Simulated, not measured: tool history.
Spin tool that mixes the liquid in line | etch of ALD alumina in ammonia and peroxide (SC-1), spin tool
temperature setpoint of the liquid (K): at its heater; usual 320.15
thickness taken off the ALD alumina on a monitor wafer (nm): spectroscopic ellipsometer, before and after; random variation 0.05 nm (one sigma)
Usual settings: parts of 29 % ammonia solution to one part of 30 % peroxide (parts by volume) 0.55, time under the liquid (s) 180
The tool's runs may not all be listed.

| run | day | temperature setpoint of the liquid (K) | parts of 29 % ammonia solution to one part of 30 % peroxide (parts by volume) | time under the liquid (s) | wafers since the last listed run | hours since the thermometer was replaced | hours since the ammonia flow meter was replaced | hours since the heated supply line was repaired | hours since the drum of ammonia solution was connected | hours since the gauge calibration | read-back film thickness of the ALD alumina reference wafer, read on the same gauge (nm) | thickness taken off the ALD alumina on a monitor wafer (nm) |
|---|---|---|---|---|---|---|---|---|---|---|---|---|
| 1 | 0.000 | 320.15 | 0.35 | 180 | 0 | 828.4 | 1601.3 | 2743.3 | 46.1 | 146.5 | 150.02 | 8.77 |
| 2 | 2.504 | 326.15 | 0.75 | 150 | 351 | 888.5 | 1661.4 | 2803.4 | 106.2 | 206.6 | 150.01 | 10.89 |
| 3 | 4.271 | 316.65 | 0.55 | 180 | 248 | 930.9 | 1703.8 | 2845.8 | 148.6 | 249.0 | 149.99 | 7.46 |
| 4 | 7.262 | 320.15 | 0.85 | 255 | 420 | 1002.7 | 1775.6 | 2917.6 | 220.4 | 320.8 | 149.98 | 13.37 |
|  | 8.479 | heated supply line repaired |
|  | 8.538 | ammonia flow meter replaced |
| 5 | 9.325 | 312.15 | 0.70 | 180 | 278 | 1052.2 | 18.9 | 20.3 | 269.9 | 370.3 | 149.98 | 5.87 |
| 6 | 11.146 | 320.15 | 0.85 | 180 | 255 | 1095.9 | 62.6 | 64.0 | 313.6 | 414.0 | 149.99 | 9.44 |
| 7 | 13.767 | 317.15 | 0.55 | 145 | 368 | 1158.8 | 125.5 | 126.9 | 376.5 | 476.9 | 150.03 | 6.15 |
| 8 | 15.408 | 317.65 | 0.75 | 140 | 230 | 1198.2 | 164.9 | 166.3 | 415.9 | 516.3 | 149.95 | 6.32 |
|  | 15.646 | thermometer replaced |
| 9 | 16.975 | 320.15 | 0.70 | 240 | 214 | 31.9 | 202.5 | 203.9 | 453.5 | 553.9 | 149.99 | 12.39 |
| 10 | 18.196 | 320.15 | 0.55 | 265 | 171 | 61.2 | 231.8 | 233.2 | 482.8 | 583.2 | 150.03 | 13.37 |
| 11 | 19.971 | 320.15 | 0.55 | 180 | 249 | 103.8 | 274.4 | 275.8 | 525.4 | 625.8 | 149.97 | 9.10 |
| 12 | 22.054 | 320.15 | 0.55 | 250 | 292 | 153.8 | 324.4 | 325.8 | 575.4 | 675.8 | 150.00 | 12.66 |
| 13 | 23.292 | 320.15 | 0.80 | 100 | 173 | 183.5 | 354.1 | 355.5 | 605.1 | 705.5 | 149.99 | 5.28 |
| 14 | 24.767 | 320.15 | 0.70 | 180 | 207 | 218.9 | 389.5 | 390.9 | 640.5 | 740.9 | 149.98 | 9.28 |
| 15 | 27.192 | 320.15 | 0.55 | 180 | 340 | 277.1 | 447.7 | 449.1 | 698.7 | 799.1 | 150.02 | 9.15 |
| 16 | 29.950 | 320.15 | 0.35 | 180 | 387 | 343.3 | 513.9 | 515.3 | 764.9 | 865.3 | 149.99 | 8.71 |
| 17 | 33.550 | 320.15 | 0.55 | 135 | 505 | 429.7 | 600.3 | 601.7 | 851.3 | 951.7 | 150.00 | 6.80 |
|  | 35.388 | new drum of ammonia solution connected |
| 18 | 35.708 | 320.15 | 0.45 | 180 | 297 | 481.5 | 652.1 | 653.5 | 7.7 | 1003.5 | 149.98 | 8.93 |
| 19 | 37.217 | 315.15 | 0.55 | 180 | 211 | 517.7 | 688.3 | 689.7 | 43.9 | 1039.7 | 149.99 | 6.76 |
| 20 | 39.733 | 322.65 | 0.65 | 270 | 353 | 578.1 | 748.7 | 750.1 | 104.3 | 1100.1 | 150.02 | 15.83 |
| 21 | 42.108 | 328.15 | 0.35 | 90 | 333 | 635.1 | 805.7 | 807.1 | 161.3 | 1157.1 | 150.01 | 6.79 |
| 22 | 43.512 | 315.65 | 0.55 | 180 | 197 | 668.8 | 839.4 | 840.8 | 195.0 | 1190.8 | 149.99 | 7.02 |
| 23 | 45.400 | 314.65 | 0.55 | 140 | 265 | 714.1 | 884.7 | 886.1 | 240.3 | 1236.1 | 149.97 | 5.12 |
| 24 | 49.433 | 325.65 | 0.55 | 180 | 566 | 810.9 | 981.5 | 982.9 | 337.1 | 1332.9 | 150.01 | 12.14 |
| 25 | 50.892 | 317.15 | 0.40 | 285 | 204 | 845.9 | 1016.5 | 1017.9 | 372.1 | 1367.9 | 149.94 | 11.83 |

Forecast each of these 4 alternatives for the next run:
| A | 50.912 | 325.15 | 0.55 | 180 | 2 | 846.4 | 1017.0 | 1018.4 | 372.6 | 1368.4 | ? | ? |
| B | 50.912 | 330.15 | 0.80 | 230 | 2 | 846.4 | 1017.0 | 1018.4 | 372.6 | 1368.4 | ? | ? |
| C | 50.912 | 311.15 | 0.55 | 180 | 2 | 846.4 | 1017.0 | 1018.4 | 372.6 | 1368.4 | ? | ? |
| D | 50.912 | 326.15 | 0.35 | 250 | 2 | 846.4 | 1017.0 | 1018.4 | 372.6 | 1368.4 | ? | ? |

| run | read-back film thickness of the ALD alumina reference wafer, read on the same gauge (nm) | thickness taken off the ALD alumina on a monitor wafer (nm) |
|---|---|---|
| A | 149.98 | 11.99 |
| B | 149.98 | 20.73 |
| C | 149.98 | 5.40 |
| D | 149.98 | 16.84 |
Without the tool's hidden state the same runs would have given:
| run | thickness taken off the ALD alumina on a monitor wafer (nm) |
|---|---|
| A | 11.99 |
| B | 20.73 |
| C | 5.40 |
| D | 16.84 |
